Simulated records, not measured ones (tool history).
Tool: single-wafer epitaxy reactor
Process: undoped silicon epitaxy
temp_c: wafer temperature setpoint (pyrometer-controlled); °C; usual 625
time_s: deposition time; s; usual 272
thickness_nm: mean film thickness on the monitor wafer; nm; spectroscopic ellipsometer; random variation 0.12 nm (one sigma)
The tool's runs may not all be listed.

| run | hour | temp_c | time_s | read-back reference wafer on the same gauge, thickness_nm | thickness_nm |
|---|---|---|---|---|---|
| 1 | 0.0 | 625 | 272 | 26.718 | 27.935 |
| 2 | 46.5 | 625 | 272 | 26.661 | 28.022 |
| 3 | 112.6 | 625 | 272 | 26.712 | 28.045 |
| 4 | 206.7 | 625 | 258 | 26.669 | 26.700 |
| 5 | 500.7 | 625 | 258 | 26.677 | 26.566 |
| 6 | 595.7 | 625 | 258 | 26.756 | 26.686 |
| 7 | 689.8 | 625 | 272 | 26.700 | 28.089 |
| 8 | 775.5 | 625 | 272 | 26.681 | 28.027 |
| 9 | 827.0 | 625 | 272 | 26.656 | 28.069 |
| 10 | 904.8 | 625 | 272 | 26.746 | 28.067 |
|  | 925.2 | gauge calibrated |
| 11 | 972.5 | 625 | 272 | 26.652 | 28.043 |
| 12 | 1025.3 | 632 | 305 | 26.696 | 37.301 |
| 13 | 1129.4 | 625 | 272 | 26.665 | 27.999 |
|  | 1234.8 | pyrometer calibrated |
| 14 | 1266.3 | 616 | 241 | 26.673 | 19.949 |
| 15 | 1328.7 | 620 | 231 | 26.723 | 21.107 |
| 16 | 1404.8 | 625 | 230 | 26.715 | 23.945 |
| 17 | 1479.4 | 625 | 296 | 26.697 | 30.463 |
| 18 | 1541.2 | 611 | 218 | 26.627 | 15.970 |
| 19 | 1577.7 | 625 | 272 | 26.709 | 28.002 |
| 20 | 1671.5 | 611 | 244 | 26.698 | 17.748 |
| 21 | 1711.4 | 629 | 320 | 26.728 | 36.406 |
| 22 | 1830.9 | 617 | 248 | 26.676 | 21.001 |

5 ways to go on from here, each from the tool as it stands after run 22. What would each give?
| A | 1831.4 | 625 | 309 | ? | ? |
| B | 1831.4 | 629 | 308 | ? | ? |
| C | 1831.4 | 625 | 239 | ? | ? |
| D | 1831.4 | 619 | 325 | ? | ? |
| E | 1831.4 | 637 | 249 | ? | ? |

| run | read-back reference wafer on the same gauge, thickness_nm | thickness_nm |
|---|---|---|
| A | 26.715 | 31.875 |
| B | 26.715 | 34.937 |
| C | 26.715 | 24.654 |
| D | 26.715 | 29.027 |
| E | 26.715 | 34.064 |
Without the tool's hidden state the same runs would have given:
| run | thickness_nm |
|---|---|
| A | 31.875 |
| B | 34.937 |
| C | 24.654 |
| D | 29.027 |
| E | 34.064 |
